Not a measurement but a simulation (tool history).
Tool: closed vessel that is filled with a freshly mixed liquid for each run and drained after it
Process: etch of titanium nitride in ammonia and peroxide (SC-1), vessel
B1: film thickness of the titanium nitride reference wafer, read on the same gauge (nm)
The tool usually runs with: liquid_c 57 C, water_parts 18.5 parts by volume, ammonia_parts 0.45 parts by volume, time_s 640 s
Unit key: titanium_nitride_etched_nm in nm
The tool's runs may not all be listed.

{"run": 1, "day": 0.0, "liquid_c": 57, "water_parts": 18.5, "ammonia_parts": 0.45, "time_s": 735, "B1": 69.98, "titanium_nitride_etched_nm": 62.65}
{"run": 2, "day": 2.742, "liquid_c": 57, "water_parts": 18.5, "ammonia_parts": 0.45, "time_s": 735, "B1": 69.98, "titanium_nitride_etched_nm": 62.04}
{"run": 3, "day": 5.379, "liquid_c": 57, "water_parts": 18.5, "ammonia_parts": 0.45, "time_s": 640, "B1": 70, "titanium_nitride_etched_nm": 54.05}
{"run": 4, "day": 6.379, "liquid_c": 57, "water_parts": 18.5, "ammonia_parts": 0.45, "time_s": 640, "B1": 69.99, "titanium_nitride_etched_nm": 53.8}
{"run": 5, "day": 7.842, "liquid_c": 57, "water_parts": 18.5, "ammonia_parts": 0.45, "time_s": 640, "B1": 70.03, "titanium_nitride_etched_nm": 53.84}
{"run": 6, "day": 9.792, "liquid_c": 57, "water_parts": 18.5, "ammonia_parts": 0.45, "time_s": 640, "B1": 69.98, "titanium_nitride_etched_nm": 54.59}
{"run": 7, "day": 11.071, "liquid_c": 57, "water_parts": 21.5, "ammonia_parts": 0.45, "time_s": 640, "B1": 70.01, "titanium_nitride_etched_nm": 49.26}
{"run": 8, "day": 13.662, "liquid_c": 52.5, "water_parts": 24.5, "ammonia_parts": 0.4, "time_s": 640, "B1": 70.05, "titanium_nitride_etched_nm": 33.24}
{"day": 14.233, "done": "ammonia flow meter replaced"}
{"run": 9, "day": 15.438, "liquid_c": 57, "water_parts": 18.5, "ammonia_parts": 0.45, "time_s": 640, "B1": 70.01, "titanium_nitride_etched_nm": 53.1}
{"run": 10, "day": 16.892, "liquid_c": 57, "water_parts": 15, "ammonia_parts": 0.5, "time_s": 640, "B1": 69.98, "titanium_nitride_etched_nm": 60.67}
{"day": 17.533, "done": "new drum of ammonia solution connected"}
{"run": 11, "day": 18.062, "liquid_c": 63.5, "water_parts": 14, "ammonia_parts": 0.45, "time_s": 640, "B1": 69.96, "titanium_nitride_etched_nm": 94.25}
{"run": 12, "day": 27.033, "liquid_c": 57, "water_parts": 12.5, "ammonia_parts": 0.45, "time_s": 640, "B1": 70, "titanium_nitride_etched_nm": 65.44}
{"day": 28.167, "done": "thermometer replaced"}
{"run": 13, "day": 28.221, "liquid_c": 64.5, "water_parts": 18.5, "ammonia_parts": 0.45, "time_s": 760, "B1": 70, "titanium_nitride_etched_nm": 111.45}
{"run": 14, "day": 30.771, "liquid_c": 57, "water_parts": 18.5, "ammonia_parts": 0.65, "time_s": 640, "B1": 70.04, "titanium_nitride_etched_nm": 61.02}
{"run": 15, "day": 33.367, "liquid_c": 57, "water_parts": 13, "ammonia_parts": 0.45, "time_s": 640, "B1": 70.05, "titanium_nitride_etched_nm": 69.65}
{"run": 16, "day": 34.708, "liquid_c": 51, "water_parts": 15, "ammonia_parts": 0.55, "time_s": 740, "B1": 70.01, "titanium_nitride_etched_nm": 51.2}
{"run": 17, "day": 37.296, "liquid_c": 53, "water_parts": 18.5, "ammonia_parts": 0.45, "time_s": 640, "B1": 69.97, "titanium_nitride_etched_nm": 43.25}
{"run": 18, "day": 38.667, "liquid_c": 57, "water_parts": 21, "ammonia_parts": 0.65, "time_s": 640, "B1": 70.01, "titanium_nitride_etched_nm": 56.84}
{"run": 19, "day": 40.062, "liquid_c": 57, "water_parts": 18.5, "ammonia_parts": 0.45, "time_s": 640, "B1": 70.02, "titanium_nitride_etched_nm": 56.53}
{"run": 20, "day": 42.796, "liquid_c": 47.5, "water_parts": 13, "ammonia_parts": 0.45, "time_s": 520, "B1": 69.99, "titanium_nitride_etched_nm": 28.94}
{"run": 21, "day": 45.267, "liquid_c": 57, "water_parts": 18.5, "ammonia_parts": 0.45, "time_s": 640, "B1": 70, "titanium_nitride_etched_nm": 56.69}
{"run": 22, "day": 46.546, "liquid_c": 57, "water_parts": 18.5, "ammonia_parts": 0.3, "time_s": 640, "B1": 69.98, "titanium_nitride_etched_nm": 51.99}
{"run": 23, "day": 48.333, "liquid_c": 53, "water_parts": 18.5, "ammonia_parts": 0.45, "time_s": 485, "B1": 69.96, "titanium_nitride_etched_nm": 32.74}
{"run": 24, "day": 49.454, "liquid_c": 57, "water_parts": 18.5, "ammonia_parts": 0.45, "time_s": 640, "B1": 69.95, "titanium_nitride_etched_nm": 56.33}
{"day": 50.238, "done": "new drum of ammonia solution connected"}
{"run": 25, "day": 52.308, "liquid_c": 57, "water_parts": 18.5, "ammonia_parts": 0.45, "time_s": 770, "B1": 70, "titanium_nitride_etched_nm": 66.69}
{"run": 26, "day": 54.438, "liquid_c": 63.5, "water_parts": 18.5, "ammonia_parts": 0.45, "time_s": 640, "B1": 70, "titanium_nitride_etched_nm": 85.43}
{"run": 27, "day": 56.004, "liquid_c": 49, "water_parts": 18.5, "ammonia_parts": 0.45, "time_s": 640, "B1": 69.99, "titanium_nitride_etched_nm": 32.23}
{"run": 28, "day": 57.717, "liquid_c": 54.5, "water_parts": 16, "ammonia_parts": 0.6, "time_s": 530, "B1": 70, "titanium_nitride_etched_nm": 44.19}

Consider 3 possible next runs. They are alternatives, not a sequence: every one starts from the tool as it was left by run 28. What does each give?
{"run": "A", "day": 57.75, "liquid_c": 57, "water_parts": 18.5, "ammonia_parts": 0.25, "time_s": 640, "B1": "?", "titanium_nitride_etched_nm": "?"}
{"run": "B", "day": 57.75, "liquid_c": 57, "water_parts": 16, "ammonia_parts": 0.45, "time_s": 480, "B1": "?", "titanium_nitride_etched_nm": "?"}
{"run": "C", "day": 57.75, "liquid_c": 63, "water_parts": 18.5, "ammonia_parts": 0.45, "time_s": 780, "B1": "?", "titanium_nitride_etched_nm": "?"}

run=A B1=70 titanium_nitride_etched_nm=49.33
run=B B1=70 titanium_nitride_etched_nm=44.82
run=C B1=70 titanium_nitride_etched_nm=99.77
Stripped of hidden state, with their random variation kept, the same runs would have yielded:
run=A titanium_nitride_etched_nm=51.59
run=B titanium_nitride_etched_nm=46.88
run=C titanium_nitride_etched_nm=104.18
